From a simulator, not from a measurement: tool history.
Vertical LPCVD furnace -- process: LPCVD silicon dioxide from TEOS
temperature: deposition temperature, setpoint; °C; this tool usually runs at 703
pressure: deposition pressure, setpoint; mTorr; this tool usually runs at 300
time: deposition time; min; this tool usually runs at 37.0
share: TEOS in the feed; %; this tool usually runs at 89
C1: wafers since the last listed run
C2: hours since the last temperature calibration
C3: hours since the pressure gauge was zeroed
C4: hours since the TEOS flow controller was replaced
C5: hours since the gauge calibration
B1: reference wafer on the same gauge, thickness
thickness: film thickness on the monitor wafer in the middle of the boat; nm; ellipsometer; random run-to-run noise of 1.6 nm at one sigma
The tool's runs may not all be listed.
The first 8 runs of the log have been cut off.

Run 9, day 8.029: usual settings; C1 402; C2 1903.4; C3 4327.6; C4 3923.5; C5 113.6; B1 375.11. Result: thickness 363.92 nm.
Run 10, day 8.979: usual settings; C1 297; C2 1926.2; C3 4350.4; C4 3946.3; C5 136.4; B1 374.74. Result: thickness 360.26 nm.
Run 11, day 10.008: usual settings but share 97 %; C1 322; C2 1950.9; C3 4375.1; C4 3971.0; C5 161.1; B1 375.12. Result: thickness 377.31 nm.
At day 11.042: TEOS flow controller replaced.
Run 12, day 11.062: usual settings but temperature 698 °C, pressure 355 mTorr, share 76 %; C1 16; C2 1976.2; C3 4400.4; C4 0.5; C5 186.4; B1 375.10. Result: thickness 327.12 nm.
Run 13, day 11.758: usual settings but temperature 692 °C, pressure 335 mTorr, time 26.0 min, share 78 %; C1 218; C2 1992.9; C3 4417.1; C4 17.2; C5 203.1; B1 374.56. Result: thickness 195.82 nm.
Run 14, day 14.746: usual settings but temperature 691 °C, time 47.5 min; C1 936; C2 2064.6; C3 4488.8; C4 88.9; C5 274.8; B1 374.73. Result: thickness 353.93 nm.
Run 15, day 15.629: usual settings but temperature 706 °C, pressure 270 mTorr, time 50.0 min, share 95 %; C1 276; C2 2085.8; C3 4510.0; C4 110.1; C5 296.0; B1 375.32. Result: thickness 514.75 nm.
Run 16, day 16.546: usual settings; C1 287; C2 2107.8; C3 4532.0; C4 132.1; C5 318.0; B1 374.83. Result: thickness 362.44 nm.
Run 17, day 17.288: usual settings but pressure 320 mTorr; C1 232; C2 2125.6; C3 4549.8; C4 149.9; C5 335.8; B1 375.05. Result: thickness 375.60 nm.
Run 18, day 18.233: usual settings; C1 296; C2 2148.3; C3 4572.5; C4 172.6; C5 358.5; B1 374.80. Result: thickness 367.26 nm.
At day 19.479: thermocouples replaced and temperature profile calibrated.
Run 19, day 19.500: usual settings but temperature 710 °C, share 77 %; C1 83; C2 0.5; C3 4602.9; C4 203.0; C5 388.9; B1 374.82. Result: thickness 361.99 nm.
Run 20, day 20.517: usual settings but temperature 707 °C, pressure 360 mTorr, time 46.5 min; C1 318; C2 24.9; C3 4627.3; C4 227.4; C5 413.3; B1 375.01. Result: thickness 502.93 nm.
At day 22.421: pressure gauge zeroed.
Run 21, day 22.442: usual settings but pressure 365 mTorr, time 32.5 min; C1 289; C2 71.1; C3 0.5; C4 273.6; C5 459.5; B1 375.11. Result: thickness 328.51 nm.
Run 22, day 22.654: usual settings but pressure 320 mTorr; C1 66; C2 76.2; C3 5.6; C4 278.7; C5 464.6; B1 375.05. Result: thickness 348.43 nm.
Run 23, day 23.750: usual settings but pressure 340 mTorr, time 31.0 min; C1 343; C2 102.5; C3 31.9; C4 305.0; C5 490.9; B1 375.32. Result: thickness 301.46 nm.
Run 24, day 24.333: usual settings but temperature 698 °C, pressure 245 mTorr; C1 182; C2 116.5; C3 45.9; C4 319.0; C5 504.9; B1 375.12. Result: thickness 273.47 nm.
Run 25, day 25.662: usual settings but share 97 %; C1 416; C2 148.4; C3 77.8; C4 350.9; C5 536.8; B1 374.98. Result: thickness 354.77 nm.
Run 26, day 27.121: usual settings; C1 457; C2 183.4; C3 112.8; C4 385.9; C5 571.8; B1 374.98. Result: thickness 340.77 nm.
Run 27, day 27.938: usual settings but temperature 696 °C; C1 255; C2 203.0; C3 132.4; C4 405.5; C5 591.4; B1 375.07. Result: thickness 290.07 nm.
Run 28, day 29.029: usual settings but temperature 691 °C, time 32.5 min, share 81 %; C1 342; C2 229.2; C3 158.6; C4 431.7; C5 617.6; B1 374.73. Result: thickness 215.77 nm.
Run 29, day 30.242: usual settings but temperature 709 °C, share 97 %; C1 379; C2 258.3; C3 187.7; C4 460.8; C5 646.7; B1 375.14. Result: thickness 408.92 nm.
Run 30, day 30.971: usual settings; C1 228; C2 275.8; C3 205.2; C4 478.3; C5 664.2; B1 375.16. Result: thickness 342.66 nm.

Branching from run 30: 5 alternative next runs. What would each branch give?
Run A, day 31.188: usual settings but share 72 %; C1 67; C2 281.0; C3 210.4; C4 483.5; C5 669.4; B1 ?. Result: thickness ?.
Run B, day 31.188: usual settings but temperature 712 °C, pressure 325 mTorr, share 72 %; C1 67; C2 281.0; C3 210.4; C4 483.5; C5 669.4; B1 ?. Result: thickness ?.
Run C, day 31.188: usual settings but temperature 708 °C, time 28.0 min; C1 67; C2 281.0; C3 210.4; C4 483.5; C5 669.4; B1 ?. Result: thickness ?.
Run D, day 31.188: usual settings but pressure 360 mTorr, share 97 %; C1 67; C2 281.0; C3 210.4; C4 483.5; C5 669.4; B1 ?. Result: thickness ?.
Run E, day 31.188: usual settings but pressure 275 mTorr, time 51.5 min; C1 67; C2 281.0; C3 210.4; C4 483.5; C5 669.4; B1 ?. Result: thickness ?.

run      B1  thickness
  A  375.16     309.98
  B  375.16     396.29
  C  375.16     292.51
  D  375.16     394.14
  E  375.16     459.28
Stripped of hidden state, with their random variation kept, the same runs would have yielded:
run  thickness
  A     301.76
  B     385.97
  C     284.82
  D     383.68
  E     447.09

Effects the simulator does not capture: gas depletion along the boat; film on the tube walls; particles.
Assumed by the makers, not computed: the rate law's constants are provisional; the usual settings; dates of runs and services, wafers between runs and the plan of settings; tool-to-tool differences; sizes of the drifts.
